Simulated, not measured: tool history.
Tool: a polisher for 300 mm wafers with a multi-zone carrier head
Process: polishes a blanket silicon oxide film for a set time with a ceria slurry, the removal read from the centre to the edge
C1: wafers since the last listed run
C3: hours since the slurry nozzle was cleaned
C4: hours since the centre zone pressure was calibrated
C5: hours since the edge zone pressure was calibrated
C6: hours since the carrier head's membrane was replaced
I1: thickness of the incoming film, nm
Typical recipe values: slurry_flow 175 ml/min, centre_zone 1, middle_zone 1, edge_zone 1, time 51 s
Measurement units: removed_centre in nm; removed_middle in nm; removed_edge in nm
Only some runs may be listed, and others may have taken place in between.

Run 1, hour 0: usual settings; C1 0; wafers polished on this pad 430; C3 231.2; C4 1069.1; C5 1198.3; C6 1194; I1 1540. Result: removed_centre 162.8 nm, removed_middle 175.2 nm, removed_edge 170.1 nm.
At hour 22.9: worn pad replaced by a new one.
Run 2, hour 33.8: usual settings; C1 428; wafers polished on this pad 156; C3 265; C4 1102.9; C5 1232.1; C6 1227.8; I1 1561.8. Result: removed_centre 163.2 nm, removed_middle 174.1 nm, removed_edge 168.9 nm.
Run 3, hour 55.8: usual settings; C1 316; wafers polished on this pad 473; C3 287; C4 1124.9; C5 1254.1; C6 1249.8; I1 1606.5. Result: removed_centre 162.2 nm, removed_middle 168.6 nm, removed_edge 162.7 nm.
Run 4, hour 72.5: usual settings but edge_zone 1.03; C1 240; wafers polished on this pad 713; C3 303.7; C4 1141.6; C5 1270.8; C6 1266.5; I1 1544.3. Result: removed_centre 159.1 nm, removed_middle 164.2 nm, removed_edge 164.1 nm.
At hour 81.2: worn pad replaced by a new one.
Run 5, hour 99.4: usual settings but edge_zone 1.03; C1 329; wafers polished on this pad 262; C3 330.6; C4 1168.5; C5 1297.7; C6 1293.4; I1 1542.7. Result: removed_centre 150 nm, removed_middle 159.4 nm, removed_edge 155.3 nm.
At hour 101.1: slurry nozzle cleaned.
At hour 106.1: carrier head's membrane replaced by a new one.
Run 6, hour 120: usual settings but edge_zone 1.03; C1 210; wafers polished on this pad 472; C3 18.9; C4 1189.1; C5 1318.3; C6 13.9; I1 1547.9. Result: removed_centre 148 nm, removed_middle 154.7 nm, removed_edge 151.3 nm.
At hour 138.1: centre zone pressure recalibrated.
Run 7, hour 140.5: usual settings; C1 266; wafers polished on this pad 738; C3 39.4; C4 2.4; C5 1338.8; C6 34.4; I1 1595.3. Result: removed_centre 142.1 nm, removed_middle 151.9 nm, removed_edge 144.5 nm.
At hour 147: worn pad replaced by a new one, repeated, since the last time left the tool worse.
Run 8, hour 157.1: usual settings but time 41 s; C1 181; wafers polished on this pad 145; C3 56; C4 19; C5 1355.4; C6 51; I1 1582.7. Result: removed_centre 135.5 nm, removed_middle 139.8 nm, removed_edge 134.9 nm.
Run 9, hour 177.5: usual settings; C1 293; wafers polished on this pad 438; C3 76.4; C4 39.4; C5 1375.8; C6 71.4; I1 1581.5. Result: removed_centre 163.8 nm, removed_middle 172.2 nm, removed_edge 164.5 nm.
At hour 180.8: edge zone pressure recalibrated.
Run 10, hour 202: usual settings; C1 323; wafers polished on this pad 762; C3 100.9; C4 63.9; C5 21.2; C6 95.9; I1 1573.4. Result: removed_centre 158.9 nm, removed_middle 170.5 nm, removed_edge 159.4 nm.
At hour 215.6: worn pad replaced by a new one.
Run 11, hour 226.9: usual settings but centre_zone 0.97, middle_zone 1.11, edge_zone 1.08, time 44 s; C1 300; wafers polished on this pad 162; C3 125.8; C4 88.8; C5 46.1; C6 120.8; I1 1560.5. Result: removed_centre 140.9 nm, removed_middle 160.1 nm, removed_edge 149.1 nm.
Run 12, hour 258.7: usual settings but centre_zone 1.06; C1 457; wafers polished on this pad 620; C3 157.6; C4 120.6; C5 77.9; C6 152.6; I1 1560.7. Result: removed_centre 172.9 nm, removed_middle 169.1 nm, removed_edge 166.6 nm.
At hour 280.4: worn pad replaced by a new one.
Run 13, hour 280.9: usual settings but middle_zone 1.11, time 59 s; C1 261; wafers polished on this pad 6; C3 179.8; C4 142.8; C5 100.1; C6 174.8; I1 1574.5. Result: removed_centre 198 nm, removed_middle 218.5 nm, removed_edge 198.4 nm.
Run 14, hour 301.3: usual settings but centre_zone 1.07; C1 293; wafers polished on this pad 300; C3 200.2; C4 163.2; C5 120.5; C6 195.2; I1 1561.6. Result: removed_centre 174.3 nm, removed_middle 172.9 nm, removed_edge 166.7 nm.

Per-run results on a tool with no hidden state, each run keeping its own random variation:
Hidden state present: removal rate lost through wear of the pad, %; slurry flow missing at the pad, %; deviation of the centre zone's pressure from its setpoint, %; deviation of the edge zone's pressure from its setpoint, %.
run  removed_centre  removed_middle  removed_edge
  1           168.9           181.7         176.4
  2           165.9             177         171.7
  3           168.6           175.2         169.1
  4           168.2           173.6         173.4
  5           168.5           179.1         174.5
  6           170.1           177.9         173.9
  7           167.2           178.8           170
  8           137.1           141.5         136.5
  9           169.2           177.9           170
 10           168.3           180.6         168.8
 11           142.9           162.3         151.1
 12             181             177         174.5
 13           198.4           218.9         198.8
 14           178.1           176.8         170.4
